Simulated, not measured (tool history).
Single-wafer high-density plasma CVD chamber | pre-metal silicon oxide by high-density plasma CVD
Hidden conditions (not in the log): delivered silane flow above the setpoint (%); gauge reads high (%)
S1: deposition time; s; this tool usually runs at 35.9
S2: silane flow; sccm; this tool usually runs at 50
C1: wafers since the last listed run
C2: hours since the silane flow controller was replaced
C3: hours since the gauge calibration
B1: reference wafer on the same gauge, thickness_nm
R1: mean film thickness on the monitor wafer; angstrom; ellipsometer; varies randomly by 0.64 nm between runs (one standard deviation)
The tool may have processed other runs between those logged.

run,hour,S1,S2,C1,C2,C3,B1,R1
1,0,41.5,53,0,2885.8,258.2,182.004,2044.65
2,35.4,40.3,50,833,2921.2,293.6,182.03,1882.32
3,71.1,40.3,50,840,2956.9,329.3,182.045,1874.9
4,98,40.3,50,633,2983.8,356.2,181.99,1881.9
5,118,35.9,50,471,3003.8,376.2,182.01,1669.14
6,138.6,35.9,50,485,3024.4,396.8,181.999,1668.99
7,161.7,35.9,50,544,3047.5,419.9,182.119,1675.13
8,192.9,35.9,50,734,3078.7,451.1,181.932,1666.7
9,205,35.9,50,284,3090.8,463.2,182.091,1678.33
10,237.5,35.9,50,765,3123.3,495.7,181.968,1679.31
11,271.9,35.9,50,810,3157.7,530.1,181.941,1682.84
12,307,35.9,50,826,3192.8,565.2,181.873,1672.09
13,352.4,35.9,57,1069,3238.2,610.6,181.959,1887.36
# hour 369.4: gauge calibrated
14,385.4,35.9,50,777,3271.2,16,182.079,1674.72
15,415.6,35.9,50,711,3301.4,46.2,182.036,1668.94
16,450,35.9,56,810,3335.8,80.6,182.088,1859.14
17,482.8,33.6,59,772,3368.6,113.4,181.894,1814.77
18,509.8,40.3,55,635,3395.6,140.4,182.05,2044.16
19,532.9,35.9,60,544,3418.7,163.5,181.908,1968.77
20,566.8,35.9,50,798,3452.6,197.4,182.067,1659.55
21,621.8,37.8,53,1295,3507.6,252.4,181.962,1850.09
22,654.7,35.9,42,774,3540.5,285.3,182.023,1418.32
23,728.3,35.9,50,1733,3614.1,358.9,182.179,1656.34
24,746.5,39.2,58,428,3632.3,377.1,182.05,2071.42
25,771.8,35.9,53,595,3657.6,402.4,181.952,1752.36
26,794.9,41.2,41,544,3680.7,425.5,182.007,1581.68
# hour 811.4: silane flow controller replaced
27,811.9,37.8,42,211,0.5,442.5,182.001,1578.81
28,838,35.9,50,614,26.6,468.6,181.948,1767.54
29,852.1,35.9,45,332,40.7,482.7,182.024,1605.47
30,886.6,35.9,50,812,75.2,517.2,182.015,1759.86
31,916.4,31.3,47,701,105,547,181.98,1446.37
32,1006.7,35.9,50,2126,195.3,637.3,181.975,1758.88
33,1039.5,41.5,56,772,228.1,670.1,181.882,2251.85

Alternative continuations, all from the tool just after run 33; predict every row:
A,1039.9,35.9,50,9,228.5,670.5,?,?
B,1039.9,41.9,50,9,228.5,670.5,?,?
C,1039.9,41.6,50,9,228.5,670.5,?,?
D,1039.9,31.7,43,9,228.5,670.5,?,?
E,1039.9,42.9,41,9,228.5,670.5,?,?

run,B1,R1
A,181.928,1753.16
B,181.928,2046.16
C,181.928,2031.51
D,181.928,1347.71
E,181.928,1746.41
Stripped of hidden state, with their random variation kept, the same runs would have yielded:
run,R1
A,1767.45
B,2062.84
C,2048.07
D,1358.7
E,1760.65
